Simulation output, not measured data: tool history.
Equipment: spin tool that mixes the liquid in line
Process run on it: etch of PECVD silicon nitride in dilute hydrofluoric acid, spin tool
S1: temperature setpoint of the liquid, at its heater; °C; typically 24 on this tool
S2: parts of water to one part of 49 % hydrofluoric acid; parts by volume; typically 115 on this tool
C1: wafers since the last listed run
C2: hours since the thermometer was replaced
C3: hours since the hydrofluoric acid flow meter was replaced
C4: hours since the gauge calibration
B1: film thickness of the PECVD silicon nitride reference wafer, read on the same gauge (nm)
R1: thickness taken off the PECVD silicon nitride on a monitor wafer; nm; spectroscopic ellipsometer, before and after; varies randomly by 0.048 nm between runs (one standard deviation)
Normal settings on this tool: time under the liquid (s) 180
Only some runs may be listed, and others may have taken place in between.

run 1 hour=0 | S1=24 S2=115 time_under_the_liquid_(s)=180 | C1=0 C2=1062.1 C3=481 C4=158.5 | B1=120.01 | R1=6.76
run 2 hour=17.5 | S1=24 S2=115 time_under_the_liquid_(s)=180 | C1=112 C2=1079.6 C3=498.5 C4=176 | B1=119.97 | R1=6.83
run 3 hour=30.4 | S1=24 S2=115 time_under_the_liquid_(s)=180 | C1=82 C2=1092.5 C3=511.4 C4=188.9 | B1=120 | R1=6.78
run 4 hour=38.6 | S1=24 S2=115 time_under_the_liquid_(s)=260 | C1=52 C2=1100.7 C3=519.6 C4=197.1 | B1=119.99 | R1=9.88
run 5 hour=56.2 | S1=24 S2=115 time_under_the_liquid_(s)=260 | C1=113 C2=1118.3 C3=537.2 C4=214.7 | B1=120.02 | R1=9.86
run 6 hour=63.2 | S1=24 S2=115 time_under_the_liquid_(s)=180 | C1=44 C2=1125.3 C3=544.2 C4=221.7 | B1=119.99 | R1=6.86
run 7 hour=71.2 | S1=24 S2=115 time_under_the_liquid_(s)=180 | C1=51 C2=1133.3 C3=552.2 C4=229.7 | B1=120 | R1=6.73
run 8 hour=88 | S1=24 S2=115 time_under_the_liquid_(s)=180 | C1=107 C2=1150.1 C3=569 C4=246.5 | B1=119.99 | R1=6.92
run 9 hour=101.9 | S1=24 S2=115 time_under_the_liquid_(s)=180 | C1=89 C2=1164 C3=582.9 C4=260.4 | B1=119.98 | R1=6.8
run 10 hour=113.6 | S1=24 S2=115 time_under_the_liquid_(s)=180 | C1=75 C2=1175.7 C3=594.6 C4=272.1 | B1=120 | R1=6.86
run 11 hour=125.7 | S1=27.5 S2=115 time_under_the_liquid_(s)=180 | C1=77 C2=1187.8 C3=606.7 C4=284.2 | B1=119.98 | R1=8.63
run 12 hour=131.8 | S1=24 S2=115 time_under_the_liquid_(s)=180 | C1=39 C2=1193.9 C3=612.8 C4=290.3 | B1=119.98 | R1=6.89
run 13 hour=141 | S1=24 S2=115 time_under_the_liquid_(s)=180 | C1=59 C2=1203.1 C3=622 C4=299.5 | B1=120 | R1=6.89
-- hour=142.7 gauge calibrated
run 14 hour=156.3 | S1=24 S2=115 time_under_the_liquid_(s)=180 | C1=98 C2=1218.4 C3=637.3 C4=13.6 | B1=120.01 | R1=6.97
run 15 hour=168.1 | S1=24 S2=115 time_under_the_liquid_(s)=180 | C1=75 C2=1230.2 C3=649.1 C4=25.4 | B1=119.99 | R1=6.98
run 16 hour=190.9 | S1=21 S2=115 time_under_the_liquid_(s)=130 | C1=146 C2=1253 C3=671.9 C4=48.2 | B1=120.01 | R1=4.08
-- hour=206 thermometer replaced
run 17 hour=206.4 | S1=19.5 S2=115 time_under_the_liquid_(s)=270 | C1=93 C2=0.4 C3=687.4 C4=63.7 | B1=119.99 | R1=7.71
run 18 hour=224.3 | S1=24 S2=115 time_under_the_liquid_(s)=180 | C1=115 C2=18.3 C3=705.3 C4=81.6 | B1=120.01 | R1=6.97
run 19 hour=232.3 | S1=24 S2=115 time_under_the_liquid_(s)=180 | C1=51 C2=26.3 C3=713.3 C4=89.6 | B1=120 | R1=7.05
run 20 hour=248 | S1=26.5 S2=135 time_under_the_liquid_(s)=285 | C1=100 C2=42 C3=729 C4=105.3 | B1=119.99 | R1=11.16
run 21 hour=254.6 | S1=24 S2=115 time_under_the_liquid_(s)=180 | C1=42 C2=48.6 C3=735.6 C4=111.9 | B1=119.99 | R1=7.05
run 22 hour=265.2 | S1=21.5 S2=150 time_under_the_liquid_(s)=260 | C1=68 C2=59.2 C3=746.2 C4=122.5 | B1=120 | R1=6.63
run 23 hour=271.5 | S1=24 S2=130 time_under_the_liquid_(s)=140 | C1=40 C2=65.5 C3=752.5 C4=128.8 | B1=120 | R1=4.78
run 24 hour=277.5 | S1=27 S2=115 time_under_the_liquid_(s)=140 | C1=38 C2=71.5 C3=758.5 C4=134.8 | B1=120 | R1=6.61
-- hour=282.5 hydrofluoric acid flow meter replaced
run 25 hour=288.5 | S1=20.5 S2=85 time_under_the_liquid_(s)=245 | C1=64 C2=82.5 C3=6 C4=145.8 | B1=120.01 | R1=9.13
run 26 hour=323.4 | S1=20.5 S2=60 time_under_the_liquid_(s)=290 | C1=224 C2=117.4 C3=40.9 C4=180.7 | B1=119.99 | R1=15.33
run 27 hour=340.1 | S1=24 S2=70 time_under_the_liquid_(s)=100 | C1=107 C2=134.1 C3=57.6 C4=197.4 | B1=119.99 | R1=5.68
run 28 hour=357.5 | S1=24 S2=115 time_under_the_liquid_(s)=180 | C1=111 C2=151.5 C3=75 C4=214.8 | B1=120 | R1=6.42
run 29 hour=371.7 | S1=24 S2=115 time_under_the_liquid_(s)=180 | C1=91 C2=165.7 C3=89.2 C4=229 | B1=120.01 | R1=6.33
run 30 hour=379.2 | S1=26.5 S2=170 time_under_the_liquid_(s)=180 | C1=48 C2=173.2 C3=96.7 C4=236.5 | B1=119.99 | R1=5.07

Describe how what the log doesn't record of the tool's condition differs between the last listed run preceding each entry between runs and the first listed run following it.
Between runs 13 and 14: gauge calibrated (hour 142.7)
  hydrofluoric acid flow above the setpoint (%): 10.4 -> 10.6
  measured less the result without the state, R1: +0.64 -> +0.66 nm
Between runs 16 and 17: thermometer replaced (hour 206)
  hydrofluoric acid flow above the setpoint (%): 11.1 -> 11.4
  measured less the result without the state, R1: +0.4 -> +0.76 nm
Between runs 24 and 25: hydrofluoric acid flow meter replaced (hour 282.5)
  hydrofluoric acid flow above the setpoint (%): 12.5 -> 0.266
  measured less the result without the state, R1: +0.73 -> +0.03 nm
